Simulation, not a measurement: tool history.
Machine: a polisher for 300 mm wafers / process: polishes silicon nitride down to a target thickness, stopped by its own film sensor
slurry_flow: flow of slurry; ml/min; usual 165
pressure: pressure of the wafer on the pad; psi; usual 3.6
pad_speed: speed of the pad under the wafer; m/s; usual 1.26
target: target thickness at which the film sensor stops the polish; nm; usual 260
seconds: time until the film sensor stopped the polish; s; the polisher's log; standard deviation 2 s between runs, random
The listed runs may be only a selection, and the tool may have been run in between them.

| run | day | slurry_flow | pressure | pad_speed | target | incoming thickness of the incoming film, nm | seconds |
|---|---|---|---|---|---|---|---|
| 1 | 0.000 | 165 | 3.6 | 1.26 | 260 | 511.1 | 127.9 |
| 2 | 1.896 | 165 | 3.3 | 1.26 | 260 | 506.9 | 142.4 |
| 3 | 4.729 | 165 | 3.6 | 1.26 | 260 | 509.6 | 134.0 |
| 4 | 6.867 | 165 | 3.6 | 1.26 | 260 | 505.9 | 143.2 |
| 5 | 8.712 | 165 | 3.6 | 1.26 | 260 | 510.3 | 128.7 |
| 6 | 10.821 | 165 | 3.6 | 1.26 | 260 | 506.9 | 134.2 |
| 7 | 12.567 | 165 | 3.6 | 1.26 | 260 | 515.2 | 143.6 |
| 8 | 13.646 | 165 | 3.6 | 1.26 | 260 | 512.5 | 144.0 |
| 9 | 16.021 | 165 | 3.6 | 1.26 | 260 | 501.0 | 126.2 |
| 10 | 17.612 | 165 | 3.6 | 1.26 | 260 | 510.1 | 134.1 |
| 11 | 18.762 | 205 | 3.1 | 1.00 | 234 | 509.5 | 204.4 |
| 12 | 20.646 | 165 | 3.6 | 1.26 | 260 | 504.2 | 147.7 |
| 13 | 21.900 | 165 | 3.6 | 1.26 | 260 | 504.7 | 145.2 |
| 14 | 23.467 | 205 | 3.1 | 1.00 | 234 | 510.9 | 199.0 |
| 15 | 24.712 | 165 | 3.6 | 1.00 | 179 | 513.3 | 215.4 |
| 16 | 27.638 | 165 | 2.6 | 1.26 | 327 | 507.5 | 127.9 |
| 17 | 30.262 | 140 | 3.0 | 1.38 | 260 | 510.5 | 166.5 |
| 18 | 32.496 | 105 | 3.6 | 1.62 | 310 | 507.5 | 89.0 |
| 19 | 33.929 | 165 | 3.6 | 1.26 | 314 | 514.5 | 100.0 |
| 20 | 35.554 | 165 | 3.6 | 1.26 | 260 | 516.0 | 139.1 |

Put back what was entered between runs (7 entries, withheld): which listed runs does each sit between, and how does the hidden state differ from the listed run before to the listed run after?
Between runs 2 and 3: slurry nozzle cleaned (day 3.679)
  removal rate lost through wear of the pad, %: 2.93 -> 7.84; deviation of the head's pressure from its setpoint, %: -2.55 -> -3.19
  measured minus no-state result, seconds: +7.7 -> +14.5 s
Between runs 4 and 5: worn pad replaced by a new one (day 7.092)
  removal rate lost through wear of the pad, %: 14.1 -> 1.06; deviation of the head's pressure from its setpoint, %: -3.68 -> -4.1
  measured minus no-state result, seconds: +24.7 -> +6.6 s
Between runs 8 and 9: worn pad replaced by a new one (day 15.100)
  removal rate lost through wear of the pad, %: 10.6 -> 2.88; deviation of the head's pressure from its setpoint, %: -5.23 -> -5.77
  measured minus no-state result, seconds: +22.0 -> +10.7 s
Between runs 13 and 14: worn pad replaced by a new one (day 22.417)
  removal rate lost through wear of the pad, %: 13.7 -> 0.7; deviation of the head's pressure from its setpoint, %: -7.11 -> -7.46
  measured minus no-state result, seconds: +28.7 -> +16.2 s
Between runs 15 and 16: head pressure recalibrated (day 25.833); slurry nozzle cleaned (day 26.258)
  removal rate lost through wear of the pad, %: 1.69 -> 6.91; deviation of the head's pressure from its setpoint, %: -7.75 -> 0.374
  measured minus no-state result, seconds: +20.1 -> +8.4 s
Between runs 17 and 18: worn pad replaced by a new one (day 30.438)
  removal rate lost through wear of the pad, %: 15 -> 2.59; deviation of the head's pressure from its setpoint, %: -0.224 -> -0.732
  measured minus no-state result, seconds: +25.4 -> +2.9 s
